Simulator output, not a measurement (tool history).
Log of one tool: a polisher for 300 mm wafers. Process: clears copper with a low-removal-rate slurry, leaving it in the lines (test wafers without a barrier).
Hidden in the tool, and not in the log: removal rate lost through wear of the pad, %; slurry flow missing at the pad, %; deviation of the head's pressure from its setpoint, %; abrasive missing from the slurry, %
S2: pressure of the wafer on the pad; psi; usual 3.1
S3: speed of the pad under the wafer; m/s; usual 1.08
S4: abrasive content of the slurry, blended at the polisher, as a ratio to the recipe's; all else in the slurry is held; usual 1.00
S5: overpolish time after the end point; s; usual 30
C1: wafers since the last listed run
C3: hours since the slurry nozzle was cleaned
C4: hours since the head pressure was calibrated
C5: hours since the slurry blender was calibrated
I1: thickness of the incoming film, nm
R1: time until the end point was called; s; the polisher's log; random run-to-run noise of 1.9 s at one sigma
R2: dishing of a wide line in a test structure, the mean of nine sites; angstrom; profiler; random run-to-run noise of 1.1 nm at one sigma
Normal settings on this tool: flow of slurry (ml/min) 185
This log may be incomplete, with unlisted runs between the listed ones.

{"run": 1, "day": 0.0, "flow of slurry (ml/min)": 185, "S2": 3.1, "S3": 1.08, "S4": 0.8, "S5": 30, "C1": 0, "wafers polished on this pad": 2371, "C3": 312.3, "C4": 20.0, "C5": 4.9, "I1": 376.3, "R1": 123.9, "R2": 517}
{"day": 1.183, "done": "worn pad replaced by a new one"}
{"day": 2.858, "done": "slurry nozzle cleaned"}
{"run": 2, "day": 3.862, "flow of slurry (ml/min)": 185, "S2": 3.1, "S3": 1.08, "S4": 0.8, "S5": 30, "C1": 628, "wafers polished on this pad": 453, "C3": 24.1, "C4": 112.7, "C5": 97.6, "I1": 386.8, "R1": 115.2, "R2": 552}
{"run": 3, "day": 7.854, "flow of slurry (ml/min)": 185, "S2": 3.1, "S3": 1.08, "S4": 1.0, "S5": 30, "C1": 687, "wafers polished on this pad": 1140, "C3": 119.9, "C4": 208.5, "C5": 193.4, "I1": 380.5, "R1": 112.8, "R2": 566}
{"run": 4, "day": 10.038, "flow of slurry (ml/min)": 185, "S2": 3.1, "S3": 1.08, "S4": 1.0, "S5": 30, "C1": 375, "wafers polished on this pad": 1516, "C3": 172.3, "C4": 260.9, "C5": 245.8, "I1": 383.0, "R1": 114.4, "R2": 565}
{"day": 14.125, "done": "worn pad replaced by a new one"}
{"day": 14.142, "done": "slurry blender recalibrated"}
{"run": 5, "day": 14.175, "flow of slurry (ml/min)": 185, "S2": 3.1, "S3": 1.08, "S4": 1.0, "S5": 30, "C1": 680, "wafers polished on this pad": 5, "C3": 271.6, "C4": 360.2, "C5": 0.8, "I1": 375.1, "R1": 104.1, "R2": 589}
{"run": 6, "day": 18.288, "flow of slurry (ml/min)": 185, "S2": 3.5, "S3": 1.08, "S4": 1.0, "S5": 30, "C1": 707, "wafers polished on this pad": 713, "C3": 370.3, "C4": 458.9, "C5": 99.5, "I1": 374.1, "R1": 99.2, "R2": 604}
{"day": 21.0, "done": "slurry nozzle cleaned"}
{"run": 7, "day": 22.175, "flow of slurry (ml/min)": 185, "S2": 3.5, "S3": 1.08, "S4": 1.0, "S5": 30, "C1": 661, "wafers polished on this pad": 1375, "C3": 28.2, "C4": 552.2, "C5": 192.8, "I1": 382.1, "R1": 103.3, "R2": 594}
{"run": 8, "day": 25.633, "flow of slurry (ml/min)": 185, "S2": 3.7, "S3": 1.08, "S4": 1.0, "S5": 30, "C1": 595, "wafers polished on this pad": 1970, "C3": 111.2, "C4": 635.2, "C5": 275.8, "I1": 379.4, "R1": 100.7, "R2": 629}
{"day": 28.95, "done": "worn pad replaced by a new one"}
{"day": 29.038, "done": "slurry blender recalibrated"}
{"day": 29.371, "done": "head pressure recalibrated"}
{"run": 9, "day": 30.588, "flow of slurry (ml/min)": 185, "S2": 3.1, "S3": 1.08, "S4": 1.0, "S5": 30, "C1": 795, "wafers polished on this pad": 252, "C3": 230.1, "C4": 29.2, "C5": 37.2, "I1": 384.3, "R1": 106.3, "R2": 554}
{"run": 10, "day": 32.508, "flow of slurry (ml/min)": 185, "S2": 3.1, "S3": 1.08, "S4": 1.0, "S5": 30, "C1": 330, "wafers polished on this pad": 583, "C3": 276.2, "C4": 75.3, "C5": 83.3, "I1": 375.3, "R1": 108.5, "R2": 551}
{"run": 11, "day": 36.208, "flow of slurry (ml/min)": 185, "S2": 3.6, "S3": 1.08, "S4": 1.25, "S5": 30, "C1": 636, "wafers polished on this pad": 1220, "C3": 365.0, "C4": 164.1, "C5": 172.1, "I1": 379.9, "R1": 97.5, "R2": 621}
{"day": 37.217, "done": "slurry nozzle cleaned"}
{"run": 12, "day": 38.1, "flow of slurry (ml/min)": 185, "S2": 3.1, "S3": 0.82, "S4": 1.0, "S5": 30, "C1": 318, "wafers polished on this pad": 1538, "C3": 21.2, "C4": 209.5, "C5": 217.5, "I1": 379.5, "R1": 138.3, "R2": 463}
{"run": 13, "day": 42.208, "flow of slurry (ml/min)": 185, "S2": 3.1, "S3": 1.08, "S4": 0.8, "S5": 30, "C1": 707, "wafers polished on this pad": 2245, "C3": 119.8, "C4": 308.1, "C5": 316.1, "I1": 373.8, "R1": 117.6, "R2": 526}
{"day": 42.312, "done": "slurry blender recalibrated"}
{"day": 42.642, "done": "worn pad replaced by a new one"}
{"run": 14, "day": 46.033, "flow of slurry (ml/min)": 185, "S2": 3.1, "S3": 1.08, "S4": 1.0, "S5": 30, "C1": 615, "wafers polished on this pad": 583, "C3": 211.6, "C4": 399.9, "C5": 89.3, "I1": 381.6, "R1": 112.2, "R2": 568}
{"run": 15, "day": 50.279, "flow of slurry (ml/min)": 185, "S2": 3.1, "S3": 1.24, "S4": 1.25, "S5": 30, "C1": 730, "wafers polished on this pad": 1314, "C3": 313.5, "C4": 501.8, "C5": 191.2, "I1": 380.5, "R1": 98.1, "R2": 611}
{"run": 16, "day": 51.929, "flow of slurry (ml/min)": 185, "S2": 3.1, "S3": 1.08, "S4": 0.85, "S5": 30, "C1": 283, "wafers polished on this pad": 1598, "C3": 353.1, "C4": 541.4, "C5": 230.8, "I1": 385.1, "R1": 123.7, "R2": 533}
{"day": 52.958, "done": "slurry nozzle cleaned"}
{"day": 54.267, "done": "slurry blender recalibrated"}
{"run": 17, "day": 54.288, "flow of slurry (ml/min)": 245, "S2": 3.1, "S3": 1.08, "S4": 1.0, "S5": 30, "C1": 384, "wafers polished on this pad": 1982, "C3": 31.9, "C4": 598.0, "C5": 0.5, "I1": 376.0, "R1": 115.6, "R2": 539}
{"day": 55.829, "done": "worn pad replaced by a new one"}
{"run": 18, "day": 57.954, "flow of slurry (ml/min)": 240, "S2": 4.1, "S3": 1.08, "S4": 1.1, "S5": 30, "C1": 602, "wafers polished on this pad": 365, "C3": 119.9, "C4": 686.0, "C5": 88.5, "I1": 373.5, "R1": 78.4, "R2": 728}

What will run 19 give?
{"day": 61.254, "done": "head pressure recalibrated"}
{"run": 19, "day": 62.004, "flow of slurry (ml/min)": 220, "S2": 3.1, "S3": 1.08, "S4": 1.0, "S5": 30, "C1": 682, "wafers polished on this pad": 1048, "C3": 217.1, "C4": 18.0, "C5": 185.7, "I1": 384.5, "R1": "?", "R2": "?"}

R1: 112.4 s
R2: 572 angstrom
Had the tool carried no hidden state, the very same run would have given R1 101.4 s, R2 611 angstrom.
